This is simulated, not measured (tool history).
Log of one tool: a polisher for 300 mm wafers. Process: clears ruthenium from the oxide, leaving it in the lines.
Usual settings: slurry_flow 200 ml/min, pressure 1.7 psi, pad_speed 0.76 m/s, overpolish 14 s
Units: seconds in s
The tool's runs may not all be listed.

run   hour  slurry_flow  pressure  pad_speed  overpolish  incoming thickness of the incoming film, nm  seconds
  1      0          185       1.7       0.76          14                                         60.9     83.1
  2   15.7          185       1.7       0.76          14                                         60.5     82.7
  3   36.6          185       1.7       0.76          14                                         60.5     84.5
  4   59.9          200         2       0.76          14                                         60.2     69.6
  5   86.7          200         2       0.76          14                                         59.6     68.4
  6    110          200       1.7       0.76          14                                         59.3     80.5
     116.5  -- worn pad replaced by a new one
  7  125.5          200       1.7       0.76          14                                         60.7     81.2
  8  146.2          200       1.7       0.76          14                                         61.1     84.1
  9    178          225       1.7       0.94          14                                           60     63.8
 10  234.6          200       1.7       0.76          14                                         59.9     85.7
     242.1  -- worn pad replaced by a new one
     265.7  -- slurry nozzle cleaned
 11  267.6          200       1.7       0.76          14                                         60.9     77.2
 12    281          200       1.7       0.76          14                                         59.6     79.8
 13  296.3          140       2.2       0.76          18                                         60.2     65.8
 14  318.1          200       2.1       0.76           7                                         60.1     64.1
 15  334.8          200       1.7       0.76          14                                         59.4     76.5
 16  361.2          140       1.7       0.76          14                                         60.5     81.3
     381.9  -- worn pad replaced by a new one
 17  465.4          200       1.7       0.76          14                                         60.1       79
       472  -- head pressure recalibrated
 18    488          155       2.2       1.02          14                                         60.2     46.8
     520.2  -- worn pad replaced by a new one
 19  520.7          200       1.7       0.66          21                                         59.6     90.6
 20  550.3          200       1.7       0.76          14                                         60.8     80.8
 21  566.7          245       1.4       0.68          16                                         60.4    102.2
 22  598.1          150       1.2       0.76          14                                         60.2    117.7
 23  611.9          265         2       0.86          21                                         60.3     57.7
 24  638.7          220       2.2       0.76          14                                         60.2     61.9

4 ways to go on from here, each from the tool as it stands after run 24. What would each give?
  A  639.1          200       1.7       0.76          20                                         60.9        ?
  B  639.1          200       1.5       0.76          12                                         60.9        ?
  C  639.1          265       1.4        0.6          21                                         60.9        ?
  D  639.1          250       2.1       0.76          14                                         60.9        ?

run  seconds
  A     78.9
  B     88.6
  C    115.2
  D     62.8
Without the tool's hidden state the same runs would have given:
run  seconds
  A     77.5
  B       87
  C    113.6
  D     61.9
